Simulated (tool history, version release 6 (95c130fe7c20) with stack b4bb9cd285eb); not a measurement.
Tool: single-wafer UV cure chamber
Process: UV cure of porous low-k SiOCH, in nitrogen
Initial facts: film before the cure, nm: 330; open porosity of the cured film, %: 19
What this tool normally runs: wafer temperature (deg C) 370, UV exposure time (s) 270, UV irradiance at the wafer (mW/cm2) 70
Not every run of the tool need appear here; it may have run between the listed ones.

run	hour	wafer temperature (deg C)	UV exposure time (s)	UV irradiance at the wafer (mW/cm2)	wafers since the last listed run	hours since the UV bulbs were replaced	wafers since the quartz window was cleaned	loss of film thickness in the cure (%)
1	0	370	270	82	0	2425.2	3192	10.223
2	7.1	370	270	70	49	2432.3	3241	9.321
3	23.1	385	270	70	112	2448.3	3354	9.797
4	38.8	385	270	70	110	2464	3464	9.658
5	46.4	380	270	70	53	2471.6	3517	9.56
6	59	380	270	70	88	2484.2	3606	9.575
7	71.4	380	270	70	87	2496.6	3693	9.778
8	87.3	370	270	44	111	2512.5	3804	7.628
9	100.6	370	270	44	93	2525.8	3898	7.369
10	109.8	370	270	44	64	2535	3962	7.622
11	154.4	370	220	41	313	2579.6	4275	6.301
12	168.1	370	220	41	96	2593.3	4372	6.439
# hour 186.7: quartz window cleaned
13	187.2	370	220	41	77	2612.4	3	6.938
14	187.9	370	270	70	4	2613.1	8	10.316
15	197.6	370	270	70	68	2622.8	76	10.201
16	206.7	370	270	70	63	2631.9	140	10.127
17	219.7	370	270	70	91	2644.9	231	10.223
18	234.5	370	270	70	103	2659.7	335	10.118
19	243.3	370	270	70	61	2668.5	397	10.109
20	255.9	370	165	70	88	2681.1	485	7.873
21	270.3	370	165	70	101	2695.5	587	7.951
22	280.8	356	270	48	73	2706	660	8.325
23	290	356	270	48	64	2715.2	725	8.388
24	305.1	370	205	70	106	2730.3	831	8.778
25	320.9	388	380	70	110	2746.1	942	11.84
26	334.2	370	325	40	93	2759.4	1035	8.184
27	343.3	370	270	70	63	2768.5	1099	10.017
28	356.5	370	345	110	92	2781.7	1192	13.138
29	373.9	363	200	58	122	2799.1	1314	7.643
30	388.4	370	270	70	101	2813.6	1416	9.788
31	402.8	354	165	70	101	2828	1517	7.663
# hour 413.5: UV bulbs replaced
32	413.8	358	360	99	21	0.3	1538	12.741
33	428.6	370	270	70	103	15.1	1642	9.785
34	442.6	370	270	70	98	29.1	1740	9.697
35	455.2	370	270	44	88	41.7	1828	7.805
36	470.7	359	395	51	108	57.2	1937	10.125
37	484.1	370	270	70	94	70.6	2031	10.025
38	492.5	370	130	70	58	79	2090	6.754
39	501.2	378	430	92	61	87.7	2151	13.102
40	517.9	370	270	103	117	104.4	2269	11.311
41	532.8	361	270	70	104	119.3	2373	9.77
42	544.1	363	200	58	79	130.6	2453	7.4
43	558	370	270	70	97	144.5	2550	9.718
44	567	380	270	70	63	153.5	2613	9.828
45	580	388	270	92	91	166.5	2705	11.169
46	604.3	370	270	70	170	190.8	2875	9.668

Entry by entry between the runs, the difference in hidden state between the last listed run before and the first listed run after:
Run 12 -> run 13: quartz window cleaned (hour 186.7)
  transmission lost against a clean window, %: 20.1 -> 2.12
  what was measured, less what the result would be without the hidden state, loss of film thickness in the cure (%): -0.906 -> -0.085
Run 31 -> run 32: UV bulbs replaced (hour 413.5)
  transmission lost against a clean window, %: 8.29 -> 8.61
  what was measured, less what the result would be without the hidden state, loss of film thickness in the cure (%): -0.361 -> -0.431
